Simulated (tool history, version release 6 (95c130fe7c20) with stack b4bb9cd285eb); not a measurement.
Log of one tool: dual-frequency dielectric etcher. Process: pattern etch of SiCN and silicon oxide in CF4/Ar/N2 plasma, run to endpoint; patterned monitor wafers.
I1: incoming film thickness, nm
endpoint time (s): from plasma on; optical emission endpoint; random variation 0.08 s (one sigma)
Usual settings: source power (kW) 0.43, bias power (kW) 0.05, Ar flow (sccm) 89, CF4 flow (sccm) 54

Run 1, hour 0: usual settings but source power (kW) 0.41; I1 17.32. Result: endpoint time (s) 26.8.
Run 2, hour 35.6: usual settings but Ar flow (sccm) 106; I1 17.36. Result: endpoint time (s) 27.1.
Run 3, hour 71.5: usual settings but Ar flow (sccm) 81; I1 17.4. Result: endpoint time (s) 25.9.
Run 4, hour 86.5: usual settings but Ar flow (sccm) 81; I1 17.33. Result: endpoint time (s) 25.7.
At hour 97.1: bias power generator calibrated.
At hour 135.6: upper electrode replaced.
Run 5, hour 136.1: usual settings but Ar flow (sccm) 80; I1 17.42. Result: endpoint time (s) 25.7.
Run 6, hour 136.4: usual settings but Ar flow (sccm) 80; I1 17.38. Result: endpoint time (s) 25.6.
At hour 146: CF4 flow controller replaced.
Run 7, hour 157.6: usual settings but Ar flow (sccm) 80; I1 17.24. Result: endpoint time (s) 25.4.
Run 8, hour 177.4: usual settings; I1 17.29. Result: endpoint time (s) 25.8.
Run 9, hour 200.2: usual settings; I1 17.25. Result: endpoint time (s) 25.8.
Run 10, hour 219.6: usual settings; I1 17.24. Result: endpoint time (s) 25.8.
At hour 261: wet clean of the chamber.
Run 11, hour 261.5: usual settings but source power (kW) 0.39; I1 17.26. Result: endpoint time (s) 28.2.
At hour 273.5: Ar flow controller replaced.
At hour 275.5: source power generator calibrated.
Run 12, hour 276.6: usual settings but source power (kW) 0.41; I1 17.31. Result: endpoint time (s) 27.6.
Run 13, hour 297.3: usual settings but bias power (kW) 0.039, CF4 flow (sccm) 41; I1 17. Result: endpoint time (s) 29.4.
Run 14, hour 347.7: usual settings but bias power (kW) 0.057, Ar flow (sccm) 77; I1 17.24. Result: endpoint time (s) 25.5.
Run 15, hour 378.3: usual settings; I1 17.45. Result: endpoint time (s) 27.
Run 16, hour 391.2: usual settings but source power (kW) 0.36, Ar flow (sccm) 96; I1 17.36. Result: endpoint time (s) 29.8.
Run 17, hour 403.5: usual settings but Ar flow (sccm) 101, CF4 flow (sccm) 46; I1 17.11. Result: endpoint time (s) 28.
Run 18, hour 417.8: usual settings but bias power (kW) 0.055, CF4 flow (sccm) 41; I1 17.2. Result: endpoint time (s) 27.5.
Run 19, hour 450.9: usual settings but source power (kW) 0.37, bias power (kW) 0.06, Ar flow (sccm) 106, CF4 flow (sccm) 64; I1 17.38. Result: endpoint time (s) 27.8.
Run 20, hour 476.7: usual settings but source power (kW) 0.34, bias power (kW) 0.04, Ar flow (sccm) 104; I1 17.21. Result: endpoint time (s) 31.8.
Run 21, hour 491.7: usual settings but bias power (kW) 0.046; I1 17.32. Result: endpoint time (s) 26.9.
Run 22, hour 515.4: usual settings but source power (kW) 0.39, bias power (kW) 0.055, Ar flow (sccm) 103, CF4 flow (sccm) 49; I1 17.27. Result: endpoint time (s) 28.5.
Run 23, hour 543.2: usual settings but bias power (kW) 0.057; I1 17.31. Result: endpoint time (s) 25.7.

Forecast each of these 5 alternatives for the next run:
Run A, hour 543.6: usual settings; I1 17.31. Result: endpoint time (s) ?.
Run B, hour 543.6: usual settings but source power (kW) 0.34, bias power (kW) 0.04, Ar flow (sccm) 101, CF4 flow (sccm) 47; I1 17.31. Result: endpoint time (s) ?.
Run C, hour 543.6: usual settings but source power (kW) 0.36, bias power (kW) 0.042, Ar flow (sccm) 107; I1 17.31. Result: endpoint time (s) ?.
Run D, hour 543.6: usual settings but source power (kW) 0.38, bias power (kW) 0.053, Ar flow (sccm) 72, CF4 flow (sccm) 67; I1 17.31. Result: endpoint time (s) ?.
Run E, hour 543.6: usual settings but source power (kW) 0.37, bias power (kW) 0.061, Ar flow (sccm) 72, CF4 flow (sccm) 58; I1 17.31. Result: endpoint time (s) ?.

run  endpoint time (s)
  A               26.5
  B               32.5
  C               30.8
  D                 26
  E               26.3
Without the tool's hidden state the same runs would have given:
run  endpoint time (s)
  A               26.8
  B                 33
  C               31.2
  D               26.3
  E               26.6
